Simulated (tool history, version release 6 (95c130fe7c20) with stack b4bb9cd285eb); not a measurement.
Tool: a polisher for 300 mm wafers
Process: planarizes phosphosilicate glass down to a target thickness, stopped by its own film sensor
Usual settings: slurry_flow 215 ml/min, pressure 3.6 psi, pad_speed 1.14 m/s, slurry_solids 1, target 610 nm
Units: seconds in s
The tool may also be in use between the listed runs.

run   hour  slurry_flow  pressure  pad_speed  slurry_solids  target  incoming thickness of the incoming film, nm  seconds
  1      0          215       3.6       1.14              1     610                                       1507.7     92.4
      24.7  -- conditioning disc replaced and pad reconditioned
  2   33.5          215       3.6       1.14              1     610                                       1490.4     91.8
      38.2  -- worn pad replaced by a new one
      39.9  -- slurry blender recalibrated
  3   67.8          215       3.6       1.14              1     610                                       1470.6     89.6
  4  101.5          215       3.6       1.14              1     610                                       1462.8     86.9
  5  133.7          215       3.6       1.14              1     610                                       1456.1     88.6
  6  169.2          215       3.6       1.14              1     610                                       1505.1     92.5
       177  -- head pressure recalibrated
     187.9  -- worn pad replaced by a new one
  7  188.4          215       3.6       1.14              1     610                                       1486.5     90.8
  8  207.6          215       3.6       1.14              1     610                                       1473.7     89.3
     217.5  -- conditioning disc replaced and pad reconditioned
  9  225.4          215       3.6       1.14              1     610                                       1477.7       90
 10    248          215       3.6       1.14              1     610                                       1475.2     90.1
 11  272.4          215       4.3       1.14              1     408                                       1490.9     98.2
 12  307.3          215       3.6       1.14              1     610                                       1490.2     92.4
     325.8  -- slurry nozzle cleaned
 13  327.6          215       3.6       0.92              1     610                                       1496.5    110.5
     332.1  -- slurry blender recalibrated
 14  346.6          215       3.6       1.14              1     452                                       1492.8    106.9
     376.6  -- worn pad replaced by a new one
 15  378.9          215       3.6       0.84              1     827                                       1504.7     87.4
 16  393.9          250       3.6       1.14              1     610                                       1466.1     86.5
     399.1  -- conditioning disc replaced and pad reconditioned
 17  418.2          215       2.6       1.14            1.2     792                                         1471       81
 18  450.7          215       3.6       1.14              1     847                                       1481.6     65.7
 19  477.6          215       3.6       1.14              1     384                                       1502.8    115.2
 20    498          215       3.6       1.14              1     871                                       1497.2     64.8
 21  523.6          215         4       1.46           0.85     531                                       1486.4     83.6
       531  -- worn pad replaced by a new one
 22  547.4          215       3.6       1.14           1.25     893                                       1519.6     57.4
     556.1  -- conditioning disc replaced and pad reconditioned
 23    617          215       2.3       0.86              1     610                                       1491.1    159.8
 24  637.5          215       3.6       1.14              1     441                                       1493.4    109.7
     640.6  -- head pressure recalibrated
 25  650.7          215       3.6       1.14              1     610                                       1497.2     91.6

What the log doesn't show, run by run:
removal rate lost through wear of the pad, %: 0 in every run
slurry flow missing at the pad, %: 0 in every run
deviation of the head's pressure from its setpoint, %: 0 in every run
abrasive missing from the slurry, %: 0 in every run
time polished since the conditioner stopped cutting, s: 0 in every run
